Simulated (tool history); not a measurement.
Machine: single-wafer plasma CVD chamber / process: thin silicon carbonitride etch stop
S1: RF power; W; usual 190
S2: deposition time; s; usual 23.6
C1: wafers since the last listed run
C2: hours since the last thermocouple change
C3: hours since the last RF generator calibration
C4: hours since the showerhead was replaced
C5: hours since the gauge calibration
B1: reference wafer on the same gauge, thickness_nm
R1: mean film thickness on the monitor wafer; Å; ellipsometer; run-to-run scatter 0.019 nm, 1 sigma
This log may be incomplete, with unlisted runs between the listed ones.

run	hour	S1	S2	C1	C2	C3	C4	C5	B1	R1
1	0.0	190	21.4	0	1635.5	979.5	3701.3	476.9	12.505	115.55
2	89.1	190	21.4	1792	1724.6	1068.6	3790.4	566.0	12.500	116.24
3	156.6	175	23.6	1357	1792.1	1136.1	3857.9	633.5	12.497	124.01
4	215.5	175	23.6	1184	1851.0	1195.0	3916.8	692.4	12.505	124.06
5	253.2	175	23.6	758	1888.7	1232.7	3954.5	730.1	12.499	124.10
6	381.3	190	23.6	2576	2016.8	1360.8	4082.6	858.2	12.497	127.64
7	441.4	190	23.6	1208	2076.9	1420.9	4142.7	918.3	12.496	127.47
8	490.8	190	23.6	993	2126.3	1470.3	4192.1	967.7	12.503	127.49
9	527.0	190	23.6	728	2162.5	1506.5	4228.3	1003.9	12.498	127.17
10	594.0	190	20.9	1347	2229.5	1573.5	4295.3	1070.9	12.499	112.74
11	657.7	190	20.9	1281	2293.2	1637.2	4359.0	1134.6	12.502	112.46
12	760.0	190	23.6	2057	2395.5	1739.5	4461.3	1236.9	12.505	126.57
# hour 837.4: showerhead replaced
13	838.8	190	23.6	1423	2474.3	1818.3	1.4	1315.7	12.500	126.90
14	943.4	190	23.6	2103	2578.9	1922.9	106.0	1420.3	12.505	126.67
# hour 1015.2: RF generator calibrated
15	1015.7	165	23.6	1293	2651.2	0.5	178.3	1492.6	12.498	122.38
16	1067.8	180	20.0	1047	2703.3	52.6	230.4	1544.7	12.498	106.62
17	1172.3	190	23.6	2101	2807.8	157.1	334.9	1649.2	12.505	128.36
# hour 1190.7: gauge calibrated
# hour 1193.4: thermocouple changed; heater temperature recalibrated
18	1237.7	190	23.6	1154	44.3	222.5	400.3	47.0	12.501	128.18
19	1286.9	225	27.5	989	93.5	271.7	449.5	96.2	12.494	158.42
20	1376.5	190	23.6	1802	183.1	361.3	539.1	185.8	12.507	128.74
21	1417.4	190	23.6	822	224.0	402.2	580.0	226.7	12.504	128.30
22	1478.6	215	28.2	1230	285.2	463.4	641.2	287.9	12.489	160.17
23	1585.6	190	23.6	2152	392.2	570.4	748.2	394.9	12.500	127.81
24	1685.8	190	21.7	2015	492.4	670.6	848.4	495.1	12.508	117.73
25	1763.8	190	20.8	1568	570.4	748.6	926.4	573.1	12.498	113.06
26	1803.3	215	23.6	794	609.9	788.1	965.9	612.6	12.507	133.50
27	1846.2	200	25.5	862	652.8	831.0	1008.8	655.5	12.502	140.93
28	1884.0	175	21.4	760	690.6	868.8	1046.6	693.3	12.496	112.79

Predict each of these 5 candidate next runs independently; none follows another, all start after run 28:
A	1884.4	190	25.8	8	691.0	869.2	1047.0	693.7	?	?
B	1884.4	180	25.9	8	691.0	869.2	1047.0	693.7	?	?
C	1884.4	190	21.1	8	691.0	869.2	1047.0	693.7	?	?
D	1884.4	160	25.0	8	691.0	869.2	1047.0	693.7	?	?
E	1884.4	205	19.7	8	691.0	869.2	1047.0	693.7	?	?

run	B1	R1
A	12.505	139.84
B	12.505	137.78
C	12.505	114.37
D	12.505	127.61
E	12.505	109.60
The same runs, with their run-to-run variation unchanged, on a tool lacking any hidden condition would have given:
run	R1
A	140.30
B	138.23
C	114.74
D	128.03
E	109.96
